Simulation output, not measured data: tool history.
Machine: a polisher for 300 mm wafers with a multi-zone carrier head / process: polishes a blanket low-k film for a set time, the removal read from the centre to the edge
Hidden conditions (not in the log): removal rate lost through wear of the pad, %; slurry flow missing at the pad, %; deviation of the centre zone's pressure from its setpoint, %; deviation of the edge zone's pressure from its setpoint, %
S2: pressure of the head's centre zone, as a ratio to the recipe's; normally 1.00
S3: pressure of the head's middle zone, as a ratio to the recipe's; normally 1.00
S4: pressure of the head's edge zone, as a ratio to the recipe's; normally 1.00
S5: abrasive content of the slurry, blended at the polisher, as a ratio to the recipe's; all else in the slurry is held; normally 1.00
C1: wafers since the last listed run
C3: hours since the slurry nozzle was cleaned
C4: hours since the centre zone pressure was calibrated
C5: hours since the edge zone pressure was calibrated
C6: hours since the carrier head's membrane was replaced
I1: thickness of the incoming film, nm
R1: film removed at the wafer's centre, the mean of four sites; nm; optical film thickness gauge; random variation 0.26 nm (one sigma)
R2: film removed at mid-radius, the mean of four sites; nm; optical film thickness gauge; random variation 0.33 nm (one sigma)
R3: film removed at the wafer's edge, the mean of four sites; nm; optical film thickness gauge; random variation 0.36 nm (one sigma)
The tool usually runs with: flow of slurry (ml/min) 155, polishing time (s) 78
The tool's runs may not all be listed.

run 1 hour=0.0 | flow_of_slurry_(ml/min)=155 S2=1.00 S3=1.00 S4=1.00 S5=1.00 polishing_time_(s)=78 | C1=0 wafers_polished_on_this_pad=2818 C3=696.0 C4=607.1 C5=230.6 C6=759.8 | I1=451.8 | R1=29.6 R2=29.6 R3=30.7
-- hour=23.6 slurry nozzle cleaned
run 2 hour=56.3 | flow_of_slurry_(ml/min)=155 S2=1.00 S3=1.00 S4=1.00 S5=1.00 polishing_time_(s)=78 | C1=308 wafers_polished_on_this_pad=3126 C3=32.7 C4=663.4 C5=286.9 C6=816.1 | I1=455.4 | R1=31.8 R2=31.1 R3=31.7
run 3 hour=157.5 | flow_of_slurry_(ml/min)=155 S2=1.08 S3=1.00 S4=1.00 S5=1.00 polishing_time_(s)=78 | C1=564 wafers_polished_on_this_pad=3691 C3=133.9 C4=764.6 C5=388.1 C6=917.3 | I1=457.6 | R1=34.3 R2=31.2 R3=32.4
run 4 hour=247.8 | flow_of_slurry_(ml/min)=205 S2=1.00 S3=0.92 S4=0.89 S5=1.00 polishing_time_(s)=63 | C1=504 wafers_polished_on_this_pad=4195 C3=224.2 C4=854.9 C5=478.4 C6=1007.6 | I1=449.1 | R1=26.8 R2=23.9 R3=25.0
-- hour=278.0 worn pad replaced by a new one
-- hour=290.4 centre zone pressure recalibrated
run 5 hour=344.0 | flow_of_slurry_(ml/min)=115 S2=1.00 S3=1.00 S4=1.00 S5=1.00 polishing_time_(s)=78 | C1=503 wafers_polished_on_this_pad=357 C3=320.4 C4=53.6 C5=574.6 C6=1103.8 | I1=454.2 | R1=29.3 R2=28.8 R3=30.6
run 6 hour=404.8 | flow_of_slurry_(ml/min)=155 S2=1.00 S3=0.91 S4=1.00 S5=1.00 polishing_time_(s)=78 | C1=339 wafers_polished_on_this_pad=696 C3=381.2 C4=114.4 C5=635.4 C6=1164.6 | I1=454.3 | R1=30.6 R2=28.3 R3=31.4
run 7 hour=462.1 | flow_of_slurry_(ml/min)=155 S2=1.00 S3=1.00 S4=1.00 S5=0.85 polishing_time_(s)=78 | C1=319 wafers_polished_on_this_pad=1016 C3=438.5 C4=171.7 C5=692.7 C6=1221.9 | I1=448.9 | R1=28.1 R2=28.6 R3=28.8
run 8 hour=499.0 | flow_of_slurry_(ml/min)=130 S2=1.00 S3=1.00 S4=1.11 S5=1.00 polishing_time_(s)=96 | C1=205 wafers_polished_on_this_pad=1222 C3=475.4 C4=208.6 C5=729.6 C6=1258.8 | I1=449.8 | R1=36.4 R2=36.1 R3=39.5
-- hour=550.3 edge zone pressure recalibrated
run 9 hour=576.2 | flow_of_slurry_(ml/min)=195 S2=1.00 S3=1.08 S4=1.00 S5=1.00 polishing_time_(s)=78 | C1=419 wafers_polished_on_this_pad=1642 C3=552.6 C4=285.8 C5=25.9 C6=1336.0 | I1=449.5 | R1=31.5 R2=33.4 R3=32.2
run 10 hour=673.9 | flow_of_slurry_(ml/min)=155 S2=1.00 S3=1.00 S4=1.00 S5=1.00 polishing_time_(s)=78 | C1=545 wafers_polished_on_this_pad=2187 C3=650.3 C4=383.5 C5=123.6 C6=1433.7 | I1=447.8 | R1=30.1 R2=29.6 R3=31.0
run 11 hour=736.8 | flow_of_slurry_(ml/min)=155 S2=0.95 S3=1.00 S4=1.00 S5=1.00 polishing_time_(s)=78 | C1=351 wafers_polished_on_this_pad=2538 C3=713.2 C4=446.4 C5=186.5 C6=1496.6 | I1=445.8 | R1=28.2 R2=29.5 R3=30.7
-- hour=756.2 slurry nozzle cleaned
-- hour=910.2 worn pad replaced by a new one
run 12 hour=1021.4 | flow_of_slurry_(ml/min)=110 S2=1.09 S3=1.04 S4=1.00 S5=1.00 polishing_time_(s)=78 | C1=1560 wafers_polished_on_this_pad=620 C3=265.2 C4=731.0 C5=471.1 C6=1781.2 | I1=450.4 | R1=32.3 R2=29.7 R3=29.8
-- hour=1063.5 carrier head's membrane replaced by a new one
run 13 hour=1122.2 | flow_of_slurry_(ml/min)=110 S2=1.00 S3=1.00 S4=1.00 S5=1.00 polishing_time_(s)=87 | C1=534 wafers_polished_on_this_pad=1155 C3=366.0 C4=831.8 C5=571.9 C6=58.7 | I1=448.9 | R1=32.3 R2=31.8 R3=34.3
-- hour=1146.9 centre zone pressure recalibrated
run 14 hour=1204.1 | flow_of_slurry_(ml/min)=140 S2=0.96 S3=1.00 S4=1.00 S5=1.25 polishing_time_(s)=104 | C1=445 wafers_polished_on_this_pad=1601 C3=447.9 C4=57.2 C5=653.8 C6=140.6 | I1=448.0 | R1=41.7 R2=43.1 R3=45.3
run 15 hour=1302.2 | flow_of_slurry_(ml/min)=155 S2=0.96 S3=1.00 S4=1.00 S5=1.00 polishing_time_(s)=78 | C1=547 wafers_polished_on_this_pad=2149 C3=546.0 C4=155.3 C5=751.9 C6=238.7 | I1=448.7 | R1=29.1 R2=30.0 R3=31.6
-- hour=1351.1 edge zone pressure recalibrated
run 16 hour=1380.0 | flow_of_slurry_(ml/min)=155 S2=1.00 S3=1.00 S4=1.00 S5=1.00 polishing_time_(s)=78 | C1=423 wafers_polished_on_this_pad=2572 C3=623.8 C4=233.1 C5=28.9 C6=316.5 | I1=447.8 | R1=29.7 R2=29.8 R3=30.8
-- hour=1433.6 slurry nozzle cleaned
-- hour=1689.0 worn pad replaced by a new one
run 17 hour=1690.3 | flow_of_slurry_(ml/min)=155 S2=1.00 S3=1.00 S4=1.00 S5=1.00 polishing_time_(s)=78 | C1=1704 wafers_polished_on_this_pad=7 C3=256.7 C4=543.4 C5=339.2 C6=626.8 | I1=449.6 | R1=31.6 R2=30.6 R3=31.6

Estimate the outcome of run 18 from the log above:
run 18 hour=1780.6 | flow_of_slurry_(ml/min)=155 S2=1.08 S3=1.00 S4=1.06 S5=1.00 polishing_time_(s)=55 | C1=504 wafers_polished_on_this_pad=511 C3=347.0 C4=633.7 C5=429.5 C6=717.1 | I1=455.2 | R1=? R2=? R3=?

For run 18 the tool returned R1 23.7 nm, R2 21.3 nm, R3 23.0 nm.
Had the tool carried no hidden state, the very same run would have given R1 24.3 nm, R2 21.9 nm, R3 23.4 nm.
